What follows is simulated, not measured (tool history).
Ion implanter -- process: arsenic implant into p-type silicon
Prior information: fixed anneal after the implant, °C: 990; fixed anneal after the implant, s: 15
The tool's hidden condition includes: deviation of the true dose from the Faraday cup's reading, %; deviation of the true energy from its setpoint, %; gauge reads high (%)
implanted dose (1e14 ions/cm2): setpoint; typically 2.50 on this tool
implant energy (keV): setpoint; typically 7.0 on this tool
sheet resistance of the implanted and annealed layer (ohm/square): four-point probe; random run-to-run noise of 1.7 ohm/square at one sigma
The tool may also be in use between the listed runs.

run	hour	implanted dose (1e14 ions/cm2)	implant energy (keV)	wafers since the last listed run	hours since the last dose calibration	hours since the extraction supply was calibrated	hours since the gauge calibration	read-back reference wafer on the same gauge, sheet resistance	sheet resistance of the implanted and annealed layer (ohm/square)
1	0.0	2.50	7.0	0	41.0	3568.3	753.7	321.38	362.15
2	83.0	2.50	7.0	674	124.0	3651.3	836.7	321.99	361.31
3	180.0	2.50	7.0	788	221.0	3748.3	933.7	321.65	360.46
4	273.5	2.13	7.0	759	314.5	3841.8	1027.2	322.45	408.56
5	362.8	1.96	8.5	725	403.8	3931.1	1116.5	321.80	422.90
6	426.7	2.50	7.0	519	467.7	3995.0	1180.4	321.85	353.45
7	474.9	2.50	7.0	391	515.9	4043.2	1228.6	322.18	359.43
8	683.7	2.50	7.0	1696	724.7	4252.0	1437.4	321.91	355.35
9	785.7	2.50	7.0	828	826.7	4354.0	1539.4	321.86	355.55
10	822.9	2.50	7.0	302	863.9	4391.2	1576.6	322.02	353.17
11	1098.6	2.87	7.5	2240	1139.6	4666.9	1852.3	321.71	314.58
12	1149.0	2.87	7.0	409	1190.0	4717.3	1902.7	322.13	319.57
13	1185.7	2.87	7.0	298	1226.7	4754.0	1939.4	321.85	315.95
14	1246.7	2.50	7.0	495	1287.7	4815.0	2000.4	321.83	350.79
15	1318.4	2.50	7.0	582	1359.4	4886.7	2072.1	322.27	352.57
16	1416.7	2.21	8.0	798	1457.7	4985.0	2170.4	322.33	377.63
17	1490.6	2.19	4.5	600	1531.6	5058.9	2244.3	321.85	406.05
18	1539.2	2.79	4.5	394	1580.2	5107.5	2292.9	322.15	337.50
# hour 1768.5: gauge calibrated
19	1844.3	2.97	4.5	2478	1885.3	5412.6	75.8	321.63	322.32
# hour 1859.4: extraction supply calibrated
20	1937.5	2.50	4.5	692	1978.5	78.1	169.0	322.42	369.48
# hour 2188.4: Faraday cup replaced and dose calibrated
21	2230.6	2.50	7.0	2316	42.2	371.2	462.1	322.49	361.13
22	2273.4	2.16	6.0	347	85.0	414.0	504.9	322.13	406.38
23	2319.1	2.15	6.0	371	130.7	459.7	550.6	322.11	408.78
24	2390.4	2.50	6.0	579	202.0	531.0	621.9	322.21	364.21
25	2462.3	2.50	7.0	584	273.9	602.9	693.8	321.82	358.42
26	2774.2	2.01	9.0	2534	585.8	914.8	1005.7	321.93	406.79
27	2880.5	2.50	5.0	863	692.1	1021.1	1112.0	322.09	363.83
28	2949.5	2.13	6.0	560	761.1	1090.1	1181.0	322.27	401.87

How would selected steps in sheet resistance of the implanted and annealed layer (ohm/square) from run to run divide? Give the signed amount a tool lacking its hidden state would still show from settings, what came in and random variation, and the signed amount left for the hidden state, including any gauge scatter that is not in both of the compared results.
Run 5 -> 6: implanted dose (1e14 ions/cm2) 1.96 -> 2.50, implant energy (keV) 8.5 -> 7.0. sheet resistance of the implanted and annealed layer (ohm/square) -69.45: hidden state +0.03, all else -69.48.
Run 17 -> 18: implanted dose (1e14 ions/cm2) 2.19 -> 2.79. sheet resistance of the implanted and annealed layer (ohm/square) -68.55: hidden state +2.01, all else -70.56.
Run 20 -> 21: implant energy (keV) 4.5 -> 7.0, Faraday cup replaced and dose calibrated. sheet resistance of the implanted and annealed layer (ohm/square) -8.35: hidden state +10.27, all else -18.62.
Run 25 -> 26: implanted dose (1e14 ions/cm2) 2.50 -> 2.01, implant energy (keV) 7.0 -> 9.0. sheet resistance of the implanted and annealed layer (ohm/square) +48.37: hidden state -4.35, all else +52.72.

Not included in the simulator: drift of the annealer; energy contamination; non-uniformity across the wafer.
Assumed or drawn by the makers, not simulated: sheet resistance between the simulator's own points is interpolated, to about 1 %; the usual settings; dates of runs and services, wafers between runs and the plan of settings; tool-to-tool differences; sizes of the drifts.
